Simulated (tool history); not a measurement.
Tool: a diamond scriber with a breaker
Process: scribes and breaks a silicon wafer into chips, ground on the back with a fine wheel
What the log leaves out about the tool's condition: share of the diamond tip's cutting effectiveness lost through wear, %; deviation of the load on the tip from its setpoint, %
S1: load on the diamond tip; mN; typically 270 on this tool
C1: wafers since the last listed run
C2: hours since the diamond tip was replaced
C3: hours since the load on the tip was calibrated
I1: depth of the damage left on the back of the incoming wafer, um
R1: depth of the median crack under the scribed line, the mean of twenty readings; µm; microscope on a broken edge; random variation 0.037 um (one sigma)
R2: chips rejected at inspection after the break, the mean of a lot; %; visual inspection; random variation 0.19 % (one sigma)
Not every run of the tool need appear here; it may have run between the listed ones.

run	hour	S1	C1	C2	C3	I1	R1	R2
1	0.0	249	0	833.1	1527.2	2.20	5.67	15.56
2	53.6	233	139	886.7	1580.8	1.94	5.35	18.25
3	89.4	233	93	922.5	1616.6	1.53	5.32	17.87
4	103.4	233	36	936.5	1630.6	1.96	5.33	20.53
# hour 110.8: load on the tip recalibrated
5	121.6	270	42	954.7	10.8	1.76	6.41	3.94
6	144.1	270	58	977.2	33.3	2.12	6.47	4.92
7	160.5	252	42	993.6	49.7	2.55	6.04	10.52
# hour 186.6: diamond tip replaced by a new one
8	187.1	240	64	0.5	76.3	2.11	6.14	7.69
9	208.4	232	55	21.8	97.6	2.61	5.87	12.10
10	226.3	232	46	39.7	115.5	2.69	5.87	15.66
11	255.1	347	74	68.5	144.3	2.36	7.68	4.67
12	270.4	270	39	83.8	159.6	2.22	6.45	4.52
13	284.9	206	37	98.3	174.1	1.72	5.27	21.37
14	320.3	196	92	133.7	209.5	2.72	5.02	33.52

Forecast each of these 4 alternatives for the next run:
A	321.0	270	1	134.4	210.2	1.86	?	?
B	321.0	333	1	134.4	210.2	1.86	?	?
C	321.0	317	1	134.4	210.2	1.86	?	?
D	321.0	244	1	134.4	210.2	1.86	?	?

run	R1	R2
A	6.38	4.75
B	7.42	2.64
C	7.17	2.14
D	5.93	9.64
Take away the tool's hidden state, keep each run's random variation, and the runs would have read:
run	R1	R2
A	7.03	2.12
B	8.18	7.03
C	7.90	4.94
D	6.53	3.72
